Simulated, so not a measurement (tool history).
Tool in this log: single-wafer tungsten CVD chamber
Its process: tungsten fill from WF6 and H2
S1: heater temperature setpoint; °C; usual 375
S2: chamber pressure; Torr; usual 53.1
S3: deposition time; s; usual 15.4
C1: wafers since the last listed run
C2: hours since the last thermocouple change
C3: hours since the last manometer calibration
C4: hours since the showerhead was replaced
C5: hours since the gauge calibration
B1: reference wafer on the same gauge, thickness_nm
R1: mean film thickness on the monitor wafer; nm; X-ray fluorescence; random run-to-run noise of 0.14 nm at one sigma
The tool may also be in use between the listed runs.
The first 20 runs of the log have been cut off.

run	day	S1	S2	S3	C1	C2	C3	C4	C5	B1	R1
# day 11.646: thermocouple changed; heater temperature recalibrated
21	11.667	379	42.2	16.5	186	0.5	100.5	91.9	137.1	46.535	42.795
22	11.679	360	53.1	15.4	8	0.8	100.8	92.2	137.4	46.624	30.405
23	12.067	375	53.1	15.4	275	10.1	110.1	101.5	146.7	46.590	40.013
24	12.538	375	57.0	12.8	334	21.4	121.4	112.8	158.0	46.589	34.166
25	13.121	363	53.1	15.4	414	35.4	135.4	126.8	172.0	46.562	32.244
26	13.675	375	53.1	15.4	393	48.7	148.7	140.1	185.3	46.529	39.995
27	14.367	388	41.3	12.8	490	65.3	165.3	156.7	201.9	46.549	38.518
28	14.896	371	53.1	16.8	375	78.0	178.0	169.4	214.6	46.587	40.529
29	15.475	375	45.9	15.4	411	91.9	191.9	183.3	228.5	46.577	38.187
30	15.992	375	53.1	15.4	366	104.3	204.3	195.7	240.9	46.558	40.222
31	16.583	387	43.5	16.5	419	118.5	218.5	209.9	255.1	46.629	49.761
32	17.246	364	57.3	15.4	470	134.4	234.4	225.8	271.0	46.587	33.642
33	17.696	379	45.4	12.5	319	145.2	245.2	236.6	281.8	46.602	33.347
34	18.096	363	47.1	17.1	283	154.8	254.8	246.2	291.4	46.603	34.133

Forecast each of these 4 alternatives for the next run:
A	18.112	375	53.1	13.5	11	155.2	255.2	246.6	291.8	?	?
B	18.112	385	47.6	16.4	11	155.2	255.2	246.6	291.8	?	?
C	18.112	367	49.4	17.3	11	155.2	255.2	246.6	291.8	?	?
D	18.112	366	43.0	14.0	11	155.2	255.2	246.6	291.8	?	?

run	B1	R1
A	46.636	35.078
B	46.636	49.153
C	46.636	37.885
D	46.636	28.701
Had the tool no hidden state, the same runs would have come out as:
run	R1
A	34.889
B	48.898
C	37.674
D	28.540
